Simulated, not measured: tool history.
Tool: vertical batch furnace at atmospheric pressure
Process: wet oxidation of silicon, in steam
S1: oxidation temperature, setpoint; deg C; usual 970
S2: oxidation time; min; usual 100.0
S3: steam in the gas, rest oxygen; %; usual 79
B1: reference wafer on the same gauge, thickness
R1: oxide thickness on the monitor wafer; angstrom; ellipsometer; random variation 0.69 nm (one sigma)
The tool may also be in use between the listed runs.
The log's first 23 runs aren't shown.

Run 24, hour 311.4: usual settings but S3 83 %; B1 441.87. Result: R1 4065.1 angstrom.
Run 25, hour 327.5: usual settings but S1 953 deg C, S2 142.5 min; B1 442.11. Result: R1 4417.3 angstrom.
Run 26, hour 339.0: usual settings but S1 946 deg C, S2 80.5 min, S3 68 %; B1 442.00. Result: R1 2376.0 angstrom.
At hour 345.4: gauge calibrated.
Run 27, hour 353.1: usual settings but S1 957 deg C, S3 68 %; B1 442.01. Result: R1 3141.4 angstrom.
Run 28, hour 368.1: usual settings but S1 952 deg C, S2 68.0 min, S3 73 %; B1 441.95. Result: R1 2327.8 angstrom.
Run 29, hour 376.5: usual settings but S2 55.5 min; B1 441.86. Result: R1 2511.0 angstrom.
Run 30, hour 384.6: usual settings but S3 87 %; B1 442.23. Result: R1 4192.1 angstrom.
Run 31, hour 404.8: usual settings but S1 980 deg C, S2 62.0 min, S3 74 %; B1 442.04. Result: R1 2850.5 angstrom.
Run 32, hour 425.0: usual settings but S1 950 deg C, S2 55.0 min, S3 76 %; B1 442.02. Result: R1 1973.8 angstrom.
Run 33, hour 443.4: usual settings but S1 985 deg C, S2 66.5 min; B1 442.07. Result: R1 3289.1 angstrom.
Run 34, hour 453.4: usual settings but S3 72 %; B1 442.01. Result: R1 3652.0 angstrom.
Run 35, hour 463.5: usual settings but S1 989 deg C, S2 80.0 min, S3 87 %; B1 441.98. Result: R1 4128.4 angstrom.
Run 36, hour 478.7: usual settings but S1 946 deg C, S2 80.5 min, S3 68 %; B1 442.10. Result: R1 2359.7 angstrom.
Run 37, hour 490.2: usual settings; B1 441.75. Result: R1 3881.1 angstrom.
Run 38, hour 499.3: usual settings but S1 988 deg C, S2 121.5 min, S3 69 %; B1 442.12. Result: R1 4657.7 angstrom.

4 ways to go on from here, each from the tool as it stands after run 38. What would each give?
Run A, hour 504.4: usual settings but S2 54.5 min; B1 ?. Result: R1 ?.
Run B, hour 504.4: usual settings but S1 955 deg C, S2 134.0 min, S3 68 %; B1 ?. Result: R1 ?.
Run C, hour 504.4: usual settings but S1 983 deg C; B1 ?. Result: R1 ?.
Run D, hour 504.4: usual settings but S1 962 deg C, S2 120.0 min, S3 87 %; B1 ?. Result: R1 ?.

run      B1      R1
  A  442.00  2469.0
  B  442.00  3802.7
  C  442.00  4306.4
  D  442.00  4450.2
Without the tool's hidden state the same runs would have given:
run      R1
  A  2529.6
  B  3891.4
  C  4400.6
  D  4550.2
